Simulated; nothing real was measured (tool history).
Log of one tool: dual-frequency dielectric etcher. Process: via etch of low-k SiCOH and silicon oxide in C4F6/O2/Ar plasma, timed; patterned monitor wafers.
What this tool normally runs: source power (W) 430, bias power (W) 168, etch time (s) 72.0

run,day,source power (W),bias power (W),etch time (s),wafers since the last listed run,hours since the last wet clean,hours since the last source power generator calibration,hours since the last bias power generator calibration,hours since the last upper electrode change,hours since the gauge calibration,"read-back reference wafer on the same gauge, depth_nm",mean etch depth across the wafer (Å)
1,0.000,430,168,72.0,0,356.9,2931.5,4002.7,2554.4,677.5,166.9,1908
# day 0.033: gauge calibrated
2,0.696,430,168,72.0,237,373.6,2948.2,4019.4,2571.1,15.9,167.0,1909
3,1.971,430,168,72.0,435,404.2,2978.8,4050.0,2601.7,46.5,166.9,1912
4,4.608,430,168,72.0,901,467.5,3042.1,4113.3,2665.0,109.8,167.1,1910
# day 5.842: wet clean of the chamber
5,5.862,470,168,84.0,86,0.5,3072.2,4143.4,2695.1,139.9,167.0,2266
6,7.000,470,168,84.0,388,27.8,3099.5,4170.7,2722.4,167.2,167.0,2281
7,7.646,500,135,72.0,220,43.3,3115.0,4186.2,2737.9,182.7,167.1,1865
# day 9.429: upper electrode replaced, of another model than before
8,9.450,430,191,63.5,274,86.6,3158.3,4229.5,0.5,226.0,167.1,1765
9,9.700,430,168,72.0,85,92.6,3164.3,4235.5,6.5,232.0,167.0,1901
10,10.608,340,132,52.5,310,114.4,3186.1,4257.3,28.3,253.8,166.9,1174
11,11.579,430,168,72.0,331,137.7,3209.4,4280.6,51.6,277.1,167.1,1895
12,12.600,500,168,72.0,348,162.2,3233.9,4305.1,76.1,301.6,167.0,1980
13,13.371,430,168,72.0,263,180.7,3252.4,4323.6,94.6,320.1,167.2,1901
# day 13.983: bias power generator calibrated
14,14.488,510,134,58.5,324,207.5,3279.2,12.1,121.4,346.9,167.1,1460
15,15.454,430,168,72.0,330,230.7,3302.4,35.3,144.6,370.1,166.9,1907
16,16.438,430,184,72.0,336,254.3,3326.0,58.9,168.2,393.7,166.9,1986
17,17.933,520,137,78.0,511,290.2,3361.9,94.8,204.1,429.6,166.9,1991
# day 18.367: source power generator calibrated
18,19.275,400,184,72.0,401,322.4,21.8,127.0,236.3,461.8,167.0,1962
19,20.750,370,201,90.0,504,357.8,57.2,162.4,271.7,497.2,167.1,2502
20,21.492,320,186,78.0,253,375.6,75.0,180.2,289.5,515.0,166.9,2021
# day 22.862: gauge calibrated
21,22.979,430,206,72.0,508,411.3,110.7,215.9,325.2,2.8,167.0,2098
22,24.429,430,168,72.0,495,446.1,145.5,250.7,360.0,37.6,167.0,1924
23,25.600,430,150,53.5,400,474.2,173.6,278.8,388.1,65.7,167.1,1353
24,26.317,430,196,50.5,244,491.4,190.8,296.0,405.3,82.9,166.9,1440
25,27.350,430,207,86.0,353,516.2,215.6,320.8,430.1,107.7,166.9,2510
26,28.129,430,190,72.0,266,534.9,234.3,339.5,448.8,126.4,167.0,2042
# day 29.725: wet clean of the chamber
27,29.746,480,194,72.0,210,0.5,273.1,378.3,487.6,165.2,167.0,2069
28,30.258,430,168,52.0,175,12.8,285.4,390.6,499.9,177.5,167.0,1362
29,30.775,380,168,57.0,176,25.2,297.8,403.0,512.3,189.9,167.0,1453

Here are 4 independent what-if runs from the current tool condition. What would each one return?
A,30.792,340,168,72.0,5,25.6,298.2,403.4,512.7,190.3,?,?
B,30.792,470,168,51.5,5,25.6,298.2,403.4,512.7,190.3,?,?
C,30.792,430,195,84.5,5,25.6,298.2,403.4,512.7,190.3,?,?
D,30.792,430,148,72.0,5,25.6,298.2,403.4,512.7,190.3,?,?

run,"read-back reference wafer on the same gauge, depth_nm",mean etch depth across the wafer (Å)
A,167.0,1784
B,167.0,1383
C,167.0,2369
D,167.0,1785
With no hidden state in the tool, these same runs would have given:
run,mean etch depth across the wafer (Å)
A,1784
B,1383
C,2368
D,1784
